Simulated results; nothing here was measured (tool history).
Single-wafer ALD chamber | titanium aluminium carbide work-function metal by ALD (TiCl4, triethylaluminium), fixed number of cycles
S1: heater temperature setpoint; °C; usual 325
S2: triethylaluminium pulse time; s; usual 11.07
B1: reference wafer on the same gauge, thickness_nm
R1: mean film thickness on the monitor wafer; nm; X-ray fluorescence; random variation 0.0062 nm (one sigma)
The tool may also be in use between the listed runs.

run 1 hour=0 | S1=325 S2=11.07 | B1=2.501 | R1=2.18
run 2 hour=29 | S1=325 S2=11.07 | B1=2.496 | R1=2.174
run 3 hour=52.3 | S1=325 S2=11.07 | B1=2.497 | R1=2.176
run 4 hour=84.4 | S1=325 S2=11.07 | B1=2.5 | R1=2.164
run 5 hour=114.3 | S1=325 S2=11.07 | B1=2.499 | R1=2.165
run 6 hour=147.7 | S1=325 S2=11.07 | B1=2.501 | R1=2.159
run 7 hour=173.6 | S1=337 S2=14.02 | B1=2.501 | R1=2.307
run 8 hour=201.1 | S1=337 S2=14.02 | B1=2.502 | R1=2.291
run 9 hour=235 | S1=325 S2=11.07 | B1=2.498 | R1=2.161
run 10 hour=250.8 | S1=325 S2=11.07 | B1=2.505 | R1=2.172
-- hour=284.7 triethylaluminium bottle replaced
run 11 hour=315.2 | S1=325 S2=11.07 | B1=2.501 | R1=2.225
run 12 hour=342.1 | S1=325 S2=11.07 | B1=2.502 | R1=2.209
-- hour=359.4 showerhead replaced, of another model than before
run 13 hour=360.2 | S1=325 S2=14.12 | B1=2.499 | R1=2.232
run 14 hour=388.2 | S1=316 S2=11.07 | B1=2.5 | R1=2.15
run 15 hour=416.4 | S1=316 S2=13.36 | B1=2.5 | R1=2.161
run 16 hour=435 | S1=325 S2=11.07 | B1=2.499 | R1=2.219
run 17 hour=463.7 | S1=325 S2=11.07 | B1=2.501 | R1=2.214
run 18 hour=496.5 | S1=339 S2=9.43 | B1=2.496 | R1=2.315
run 19 hour=516 | S1=325 S2=11.07 | B1=2.502 | R1=2.217
-- hour=548.5 gauge calibrated
run 20 hour=548.6 | S1=321 S2=14.67 | B1=2.505 | R1=2.201
run 21 hour=565.4 | S1=312 S2=7.31 | B1=2.499 | R1=2.095
-- hour=580.2 thermocouple changed; heater temperature recalibrated
run 22 hour=591.4 | S1=325 S2=11.07 | B1=2.501 | R1=2.216
run 23 hour=606.6 | S1=339 S2=9.43 | B1=2.501 | R1=2.316
run 24 hour=622.4 | S1=325 S2=11.07 | B1=2.498 | R1=2.217
run 25 hour=639.4 | S1=319 S2=9.87 | B1=2.501 | R1=2.169
run 26 hour=674.6 | S1=340 S2=13.82 | B1=2.501 | R1=2.359

For run 27, what comes out?
run 27 hour=693 | S1=318 S2=11.07 | B1=? | R1=?

Logged for run 27: B1 2.501, R1 2.146 nm.
Were there no unlogged condition in the tool, this run, its random variation unchanged, would have produced R1 2.152 nm.
